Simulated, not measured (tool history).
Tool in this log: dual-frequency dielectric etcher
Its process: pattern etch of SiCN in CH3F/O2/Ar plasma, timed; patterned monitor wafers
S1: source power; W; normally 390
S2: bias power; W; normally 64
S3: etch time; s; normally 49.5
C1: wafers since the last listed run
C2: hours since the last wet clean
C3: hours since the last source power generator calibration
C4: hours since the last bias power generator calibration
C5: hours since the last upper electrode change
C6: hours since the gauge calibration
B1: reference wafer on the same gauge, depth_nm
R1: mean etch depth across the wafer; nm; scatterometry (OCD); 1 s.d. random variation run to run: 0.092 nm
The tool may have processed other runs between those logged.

run   hour   S1  S2    S3   C1     C2      C3      C4      C5     C6     B1     R1
  1    0.0  390  64  49.5    0   75.2  4865.2  3486.8  4609.1  301.1  20.38  19.51
  2   28.5  390  64  49.5  312  103.7  4893.7  3515.3  4637.6  329.6  20.42  19.32
  3   97.3  390  64  59.0  754  172.5  4962.5  3584.1  4706.4  398.4  20.52  23.44
  4  123.2  390  64  59.0  283  198.4  4988.4  3610.0  4732.3  424.3  20.55  23.57
  5  137.5  390  64  49.5  156  212.7  5002.7  3624.3  4746.6  438.6  20.58  19.59
  6  154.9  390  64  49.5  190  230.1  5020.1  3641.7  4764.0  456.0  20.60  19.71
  7  189.5  350  64  39.5  379  264.7  5054.7  3676.3  4798.6  490.6  20.65  15.15
  8  204.1  350  64  39.5  160  279.3  5069.3  3690.9  4813.2  505.2  20.68  15.09
     215.4  -- gauge calibrated
  9  236.0  350  64  39.5  349  311.2  5101.2  3722.8  4845.1   20.6  20.19  14.76
 10  256.8  350  64  49.5  228  332.0  5122.0  3743.6  4865.9   41.4  20.18  18.42
 11  275.7  460  64  55.0  207  350.9  5140.9  3762.5  4884.8   60.3  20.22  22.66
     342.8  -- wet clean of the chamber
 12  351.4  390  64  49.5  566    8.6  5216.6  3838.2  4960.5  136.0  20.24  19.27
     383.1  -- upper electrode replaced
     384.3  -- bias power generator calibrated
 13  384.8  430  69  45.5   90   42.0  5250.0     0.5     1.7  169.4  20.23  19.02
 14  391.5  310  48  49.5   73   48.7  5256.7     7.2     8.4  176.1  20.24  15.76
 15  411.8  390  64  49.5  222   69.0  5277.0    27.5    28.7  196.4  20.27  19.19
     439.0  -- source power generator calibrated
 16  439.5  390  64  59.0  259   96.7     0.5    55.2    56.4  224.1  20.30  23.14
 17  465.0  390  64  44.5  279  122.2    26.0    80.7    81.9  249.6  20.30  17.43
 18  490.8  390  52  43.5  282  148.0    51.8   106.5   107.7  275.4  20.31  15.72
 19  512.5  470  76  49.5  237  169.7    73.5   128.2   129.4  297.1  20.35  22.41
 20  540.9  390  50  54.0  311  198.1   101.9   156.6   157.8  325.5  20.40  19.06
 21  565.3  310  53  56.0  267  222.5   126.3   181.0   182.2  349.9  20.44  18.67
 22  586.3  300  68  49.5  230  243.5   147.3   202.0   203.2  370.9  20.44  18.21
 23  600.3  390  64  49.5  153  257.5   161.3   216.0   217.2  384.9  20.47  19.50

What if the next run were any one of these 3? Each begins from the tool's condition after run 23:
  A  600.7  390  78  49.5   4  257.9  161.7  216.4  217.6  385.3   ?   ?
  B  600.7  390  64  60.0   4  257.9  161.7  216.4  217.6  385.3   ?   ?
  C  600.7  340  59  49.5   4  257.9  161.7  216.4  217.6  385.3   ?   ?

run     B1     R1
  A  20.46  21.03
  B  20.46  23.42
  C  20.46  17.77
Stripped of hidden state, with their random variation kept, the same runs would have yielded:
run     R1
  A  20.76
  B  23.12
  C  17.55

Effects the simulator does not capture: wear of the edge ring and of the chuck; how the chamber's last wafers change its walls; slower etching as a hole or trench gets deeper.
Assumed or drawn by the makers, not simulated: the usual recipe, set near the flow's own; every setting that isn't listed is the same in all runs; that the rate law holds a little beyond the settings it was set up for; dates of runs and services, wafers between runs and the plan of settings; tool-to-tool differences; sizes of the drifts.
